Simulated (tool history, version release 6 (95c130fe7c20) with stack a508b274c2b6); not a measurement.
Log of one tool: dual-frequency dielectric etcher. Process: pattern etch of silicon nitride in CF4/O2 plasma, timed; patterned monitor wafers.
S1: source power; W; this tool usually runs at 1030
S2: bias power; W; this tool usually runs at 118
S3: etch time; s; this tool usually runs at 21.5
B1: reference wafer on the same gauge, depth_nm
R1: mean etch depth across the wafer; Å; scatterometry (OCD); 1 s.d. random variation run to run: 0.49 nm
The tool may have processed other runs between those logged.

run 1 hour=0.0 | S1=1030 S2=137 S3=21.5 | B1=78.8 | R1=761
-- hour=81.6 wet clean of the chamber
run 2 hour=82.1 | S1=1030 S2=118 S3=21.5 | B1=78.8 | R1=773
run 3 hour=101.8 | S1=1030 S2=118 S3=21.5 | B1=79.0 | R1=776
run 4 hour=166.2 | S1=1030 S2=118 S3=21.5 | B1=78.5 | R1=774
run 5 hour=201.5 | S1=1030 S2=118 S3=21.5 | B1=78.8 | R1=756
run 6 hour=244.6 | S1=1030 S2=118 S3=21.5 | B1=78.8 | R1=767
-- hour=253.5 source power generator calibrated
-- hour=310.2 upper electrode replaced
run 7 hour=314.2 | S1=1030 S2=118 S3=21.5 | B1=78.9 | R1=748
-- hour=349.7 gauge calibrated
run 8 hour=380.1 | S1=1030 S2=118 S3=21.5 | B1=78.9 | R1=745
-- hour=424.4 bias power generator calibrated
run 9 hour=438.8 | S1=1030 S2=118 S3=21.5 | B1=78.8 | R1=743
run 10 hour=491.9 | S1=1030 S2=118 S3=21.5 | B1=78.9 | R1=744
-- hour=553.8 wet clean of the chamber
run 11 hour=560.1 | S1=1030 S2=118 S3=21.5 | B1=78.7 | R1=766
run 12 hour=625.5 | S1=1030 S2=118 S3=21.5 | B1=78.7 | R1=767
run 13 hour=689.4 | S1=1230 S2=118 S3=21.5 | B1=78.5 | R1=902
run 14 hour=755.8 | S1=920 S2=118 S3=17.5 | B1=78.6 | R1=539
run 15 hour=813.6 | S1=860 S2=118 S3=25.0 | B1=78.7 | R1=708
run 16 hour=853.7 | S1=1030 S2=93 S3=21.5 | B1=78.7 | R1=715
run 17 hour=881.2 | S1=1030 S2=118 S3=21.5 | B1=79.0 | R1=748
run 18 hour=946.7 | S1=1030 S2=118 S3=21.5 | B1=78.6 | R1=723
run 19 hour=986.4 | S1=1030 S2=118 S3=19.5 | B1=78.8 | R1=662
run 20 hour=1021.4 | S1=1030 S2=118 S3=15.5 | B1=78.8 | R1=519
-- hour=1073.9 wet clean of the chamber
run 21 hour=1074.4 | S1=1030 S2=118 S3=21.5 | B1=78.8 | R1=772
run 22 hour=1083.9 | S1=850 S2=133 S3=27.0 | B1=78.7 | R1=811
run 23 hour=1154.0 | S1=1100 S2=118 S3=15.5 | B1=78.6 | R1=597
run 24 hour=1207.4 | S1=1140 S2=128 S3=16.0 | B1=78.8 | R1=646
run 25 hour=1244.4 | S1=1030 S2=89 S3=21.5 | B1=78.8 | R1=715
run 26 hour=1273.6 | S1=1030 S2=118 S3=21.5 | B1=78.8 | R1=745
run 27 hour=1302.6 | S1=1030 S2=118 S3=21.5 | B1=78.6 | R1=756
run 28 hour=1363.0 | S1=1030 S2=90 S3=15.0 | B1=78.8 | R1=493
run 29 hour=1432.1 | S1=800 S2=118 S3=24.5 | B1=78.7 | R1=647
run 30 hour=1469.3 | S1=790 S2=118 S3=21.5 | B1=78.9 | R1=553
run 31 hour=1520.6 | S1=1140 S2=128 S3=16.0 | B1=79.0 | R1=617

Per-run results on a tool with no hidden state, each run keeping its own random variation:
Hidden state at play: etch rate over this chamber's usual, %; source power that arrives over what is set, %; bias power that arrives over what is set, %; gauge reads high (%).
run=1 R1=794
run=2 R1=766
run=3 R1=771
run=4 R1=774
run=5 R1=760
run=6 R1=774
run=7 R1=761
run=8 R1=764
run=9 R1=768
run=10 R1=773
run=11 R1=767
run=12 R1=774
run=13 R1=917
run=14 R1=552
run=15 R1=730
run=16 R1=741
run=17 R1=778
run=18 R1=758
run=19 R1=698
run=20 R1=549
run=21 R1=766
run=22 R1=806
run=23 R1=598
run=24 R1=652
run=25 R1=724
run=26 R1=757
run=27 R1=771
run=28 R1=507
run=29 R1=670
run=30 R1=575
run=31 R1=646
